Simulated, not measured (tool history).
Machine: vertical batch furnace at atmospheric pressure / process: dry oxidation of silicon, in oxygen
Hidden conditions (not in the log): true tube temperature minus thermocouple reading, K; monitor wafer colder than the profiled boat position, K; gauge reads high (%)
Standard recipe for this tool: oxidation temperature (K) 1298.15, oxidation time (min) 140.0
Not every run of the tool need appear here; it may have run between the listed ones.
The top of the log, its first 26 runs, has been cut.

run,day,oxidation temperature (K),oxidation time (min),wafers since the last listed run,hours since the last temperature calibration,hours since the boat lift was adjusted,hours since the gauge calibration,"read-back reference wafer on the same gauge, thickness",oxide thickness on the monitor wafer (angstrom)
27,20.725,1316.15,73.5,163,44.0,87.2,111.2,101.97,782.3
28,21.367,1316.15,193.0,179,59.4,102.6,126.6,101.95,1470.3
29,21.712,1311.15,140.0,96,67.7,110.9,134.9,102.03,1141.9
30,22.333,1317.15,140.0,173,82.6,125.8,149.8,101.98,1199.7
31,22.762,1298.15,140.0,119,92.9,136.1,160.1,102.03,1024.4
32,23.500,1298.15,168.5,206,110.6,153.8,177.8,102.00,1164.4
33,24.146,1280.15,113.0,180,126.1,169.3,193.3,101.96,758.2
34,24.642,1298.15,140.0,138,138.0,181.2,205.2,102.03,1023.3
35,25.133,1312.15,95.5,137,149.8,193.0,217.0,101.94,900.4
36,25.708,1318.15,140.0,160,163.6,206.8,230.8,101.96,1222.8
37,26.317,1317.15,186.5,170,178.2,221.4,245.4,102.00,1453.4
38,26.888,1298.15,140.0,159,191.9,235.1,259.1,101.97,1026.1

What if the next run were any one of these 5? Each begins from the tool's condition after run 38:
A,27.104,1298.15,140.0,60,197.1,240.3,264.3,?,?
B,27.104,1284.15,192.5,60,197.1,240.3,264.3,?,?
C,27.104,1275.15,70.5,60,197.1,240.3,264.3,?,?
D,27.104,1298.15,160.5,60,197.1,240.3,264.3,?,?
E,27.104,1306.15,206.5,60,197.1,240.3,264.3,?,?

run,"read-back reference wafer on the same gauge, thickness",oxide thickness on the monitor wafer (angstrom)
A,102.03,1028.7
B,102.03,1128.5
C,102.03,524.6
D,102.03,1127.4
E,102.03,1422.9
The same runs, with their run-to-run variation unchanged, on a tool lacking any hidden condition would have given:
run,oxide thickness on the monitor wafer (angstrom)
A,1020.5
B,1119.3
C,519.8
D,1118.5
E,1412.3

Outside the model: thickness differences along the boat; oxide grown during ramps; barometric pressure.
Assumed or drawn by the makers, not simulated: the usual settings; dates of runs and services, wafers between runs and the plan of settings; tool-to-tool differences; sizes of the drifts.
